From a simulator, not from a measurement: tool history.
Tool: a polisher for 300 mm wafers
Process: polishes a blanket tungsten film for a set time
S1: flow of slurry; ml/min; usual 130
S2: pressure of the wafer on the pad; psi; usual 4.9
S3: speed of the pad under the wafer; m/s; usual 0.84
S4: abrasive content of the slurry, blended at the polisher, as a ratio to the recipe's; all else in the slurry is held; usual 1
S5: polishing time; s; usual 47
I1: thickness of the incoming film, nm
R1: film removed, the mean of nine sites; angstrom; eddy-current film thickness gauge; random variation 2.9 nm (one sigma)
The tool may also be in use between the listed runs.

run	hour	S1	S2	S3	S4	S5	I1	R1
1	0	130	4.9	0.84	1.2	47	1020	2394
2	44.2	130	4.9	0.84	1.2	47	1035.4	2375
# hour 66.7: slurry nozzle cleaned
# hour 84.6: slurry tank refilled with fresh slurry and peroxide
3	85.3	130	4.9	0.84	1.2	47	1038.2	2211
# hour 107.1: worn pad replaced by a new one
4	147.3	130	4.9	0.84	1	47	1021.9	2116
5	173.4	130	4.9	0.84	1	47	1026.9	2068
# hour 220.2: slurry blender recalibrated
6	239	130	4.9	0.84	1	47	1048.1	2340
7	289.5	130	4.9	0.84	1	47	1025.5	2232
# hour 303.9: slurry tank refilled with fresh slurry and peroxide
# hour 326.5: worn pad replaced by a new one
8	345.8	130	4.9	0.84	1	47	1031.3	2221
# hour 375: head pressure recalibrated
9	381	130	4.9	0.84	1	47	1029.1	2227
# hour 401.5: slurry blender recalibrated
10	436.3	130	4.9	0.84	1	47	1031.4	2288
11	468.4	130	4.9	0.84	1	47	1022.8	2278
# hour 478.3: slurry tank refilled with fresh slurry and peroxide
# hour 524: worn pad replaced by a new one
12	530.4	130	4.9	0.84	1	47	1017.7	2256
13	598.5	90	3.3	0.84	1	47	1029.3	1335
# hour 616.8: slurry blender recalibrated
14	634.5	130	4.9	0.58	1	61	1038.1	2095
15	665.9	110	3.4	0.84	1	39	1031.1	1251
# hour 699.9: worn pad replaced by a new one
# hour 702: slurry tank refilled with fresh slurry and peroxide
# hour 728.7: slurry nozzle cleaned
16	731.6	105	4.9	0.84	0.9	58	1021	2586
17	777	130	3.7	0.84	1	47	1030.2	1654
# hour 812: slurry blender recalibrated
18	831.7	130	4.9	0.84	1	59	1047.8	2930
19	898.8	130	4.1	0.84	1.15	61	1026.7	2432
# hour 904.2: head pressure recalibrated
# hour 911.3: worn pad replaced by a new one
20	925.3	115	4.9	0.84	0.9	47	1042.9	2107
# hour 929.4: slurry tank refilled with fresh slurry and peroxide
# hour 987.6: slurry blender recalibrated
21	991.7	130	4.9	0.84	1	47	1044.1	2390

Hidden state or all else? Some run-to-run changes of R1, split into what the settings, what came in and random variation would give without the hidden state, and what is left for the hidden state (with any gauge scatter that isn't in both results):
The hidden state here: removal rate lost through wear of the pad, %; slurry flow missing at the pad, %; deviation of the head's pressure from its setpoint, %; abrasive missing from the slurry, %; peroxide lost from the slurry, %.
Run 5 -> 6: slurry blender recalibrated. R1 +272 angstrom: hidden state +254, all else +18.
Run 15 -> 16: S1 110 -> 105, S2 3.4 -> 4.9, S4 1 -> 0.9, S5 39 -> 58, worn pad replaced by a new one, slurry tank refilled with fresh slurry and peroxide, slurry nozzle cleaned. R1 +1335 angstrom: hidden state -114, all else +1449.
Run 17 -> 18: S2 3.7 -> 4.9, S5 47 -> 59, slurry blender recalibrated. R1 +1276 angstrom: hidden state +33, all else +1243.
Run 18 -> 19: S2 4.9 -> 4.1, S4 1 -> 1.15, S5 59 -> 61. R1 -498 angstrom: hidden state -171, all else -327.

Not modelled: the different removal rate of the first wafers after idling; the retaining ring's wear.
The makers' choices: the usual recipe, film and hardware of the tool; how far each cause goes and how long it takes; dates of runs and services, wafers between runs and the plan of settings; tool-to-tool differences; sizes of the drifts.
